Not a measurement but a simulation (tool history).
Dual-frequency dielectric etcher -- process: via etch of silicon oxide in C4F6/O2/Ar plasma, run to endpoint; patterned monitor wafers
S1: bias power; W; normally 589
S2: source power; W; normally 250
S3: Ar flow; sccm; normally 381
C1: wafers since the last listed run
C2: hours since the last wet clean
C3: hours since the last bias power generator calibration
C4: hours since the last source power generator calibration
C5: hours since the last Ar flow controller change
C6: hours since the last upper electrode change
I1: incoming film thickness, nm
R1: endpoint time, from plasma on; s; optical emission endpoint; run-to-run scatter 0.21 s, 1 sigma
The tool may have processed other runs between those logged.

run 1 hour=0 | S1=589 S2=250 S3=381 | C1=0 C2=594.4 C3=773.7 C4=2139.7 C5=5971 C6=4355.1 | I1=153.9 | R1=38.1
-- hour=51.5 wet clean of the chamber
run 2 hour=95.9 | S1=589 S2=250 S3=381 | C1=555 C2=44.4 C3=869.6 C4=2235.6 C5=6066.9 C6=4451 | I1=154.7 | R1=40.1
run 3 hour=264 | S1=589 S2=250 S3=381 | C1=1298 C2=212.5 C3=1037.7 C4=2403.7 C5=6235 C6=4619.1 | I1=152.2 | R1=38.7
run 4 hour=362.8 | S1=589 S2=250 S3=381 | C1=763 C2=311.3 C3=1136.5 C4=2502.5 C5=6333.8 C6=4717.9 | I1=153.5 | R1=38.2
run 5 hour=463.2 | S1=589 S2=250 S3=381 | C1=775 C2=411.7 C3=1236.9 C4=2602.9 C5=6434.2 C6=4818.3 | I1=152.5 | R1=37.8
run 6 hour=562.4 | S1=589 S2=250 S3=381 | C1=766 C2=510.9 C3=1336.1 C4=2702.1 C5=6533.4 C6=4917.5 | I1=155.2 | R1=38.4
run 7 hour=604.1 | S1=589 S2=280 S3=381 | C1=322 C2=552.6 C3=1377.8 C4=2743.8 C5=6575.1 C6=4959.2 | I1=153.5 | R1=36.3
run 8 hour=645.7 | S1=589 S2=280 S3=381 | C1=321 C2=594.2 C3=1419.4 C4=2785.4 C5=6616.7 C6=5000.8 | I1=155.3 | R1=36.5
-- hour=658.8 Ar flow controller replaced
run 9 hour=690.4 | S1=589 S2=250 S3=381 | C1=299 C2=638.9 C3=1464.1 C4=2830.1 C5=31.6 C6=5045.5 | I1=154.4 | R1=37.7
-- hour=714.5 wet clean of the chamber
run 10 hour=764.1 | S1=589 S2=250 S3=381 | C1=384 C2=49.6 C3=1537.8 C4=2903.8 C5=105.3 C6=5119.2 | I1=153.6 | R1=39.4
run 11 hour=1005.8 | S1=691 S2=300 S3=439 | C1=1867 C2=291.3 C3=1779.5 C4=3145.5 C5=347 C6=5360.9 | I1=153.2 | R1=34.7
-- hour=1205.9 source power generator calibrated
-- hour=1207 bias power generator calibrated
-- hour=1257.2 upper electrode replaced, of another model than before
-- hour=1269.6 wet clean of the chamber
run 12 hour=1314.2 | S1=467 S2=210 S3=445 | C1=2062 C2=44.6 C3=107.2 C4=108.3 C5=655.4 C6=57 | I1=154.8 | R1=48.8
run 13 hour=1421.3 | S1=492 S2=250 S3=294 | C1=827 C2=151.7 C3=214.3 C4=215.4 C5=762.5 C6=164.1 | I1=154.5 | R1=43
run 14 hour=1482.9 | S1=589 S2=250 S3=381 | C1=476 C2=213.3 C3=275.9 C4=277 C5=824.1 C6=225.7 | I1=153.7 | R1=39.4
run 15 hour=1526.6 | S1=444 S2=250 S3=381 | C1=337 C2=257 C3=319.6 C4=320.7 C5=867.8 C6=269.4 | I1=154.7 | R1=47.4
run 16 hour=1807.3 | S1=535 S2=200 S3=436 | C1=2169 C2=537.7 C3=600.3 C4=601.4 C5=1148.5 C6=550.1 | I1=154.6 | R1=43.3
-- hour=1842 wet clean of the chamber
run 17 hour=1901.3 | S1=589 S2=250 S3=381 | C1=540 C2=59.3 C3=694.3 C4=695.4 C5=1242.5 C6=644.1 | I1=153.8 | R1=39.8
run 18 hour=1996.8 | S1=589 S2=200 S3=381 | C1=737 C2=154.8 C3=789.8 C4=790.9 C5=1338 C6=739.6 | I1=154.2 | R1=41.3
run 19 hour=2054 | S1=698 S2=290 S3=323 | C1=442 C2=212 C3=847 C4=848.1 C5=1395.2 C6=796.8 | I1=153.5 | R1=33.4
run 20 hour=2104 | S1=589 S2=250 S3=381 | C1=386 C2=262 C3=897 C4=898.1 C5=1445.2 C6=846.8 | I1=153.5 | R1=38.9

Below, each run's measurement less what the same run would have read without the hidden state. Both values contain the same run-to-run variation, but the gauge's scatter may not be the same in both:
The tool's hidden condition here consists of: etch rate over this chamber's usual, %; bias power that arrives over what is set, %; source power that arrives over what is set, %; Ar flow that arrives over what is set, %.
run=1 R1=-2.1
run=2 R1=-0.3
run=3 R1=-0.9
run=4 R1=-1.3
run=5 R1=-1.6
run=6 R1=-1.9
run=7 R1=-1.9
run=8 R1=-2.2
run=9 R1=-2.3
run=10 R1=-0.2
run=11 R1=-1
run=12 R1=+0
run=13 R1=-0.4
run=14 R1=-0.5
run=15 R1=-0.9
run=16 R1=-1.9
run=17 R1=-0.3
run=18 R1=-0.6
run=19 R1=-0.7
run=20 R1=-1
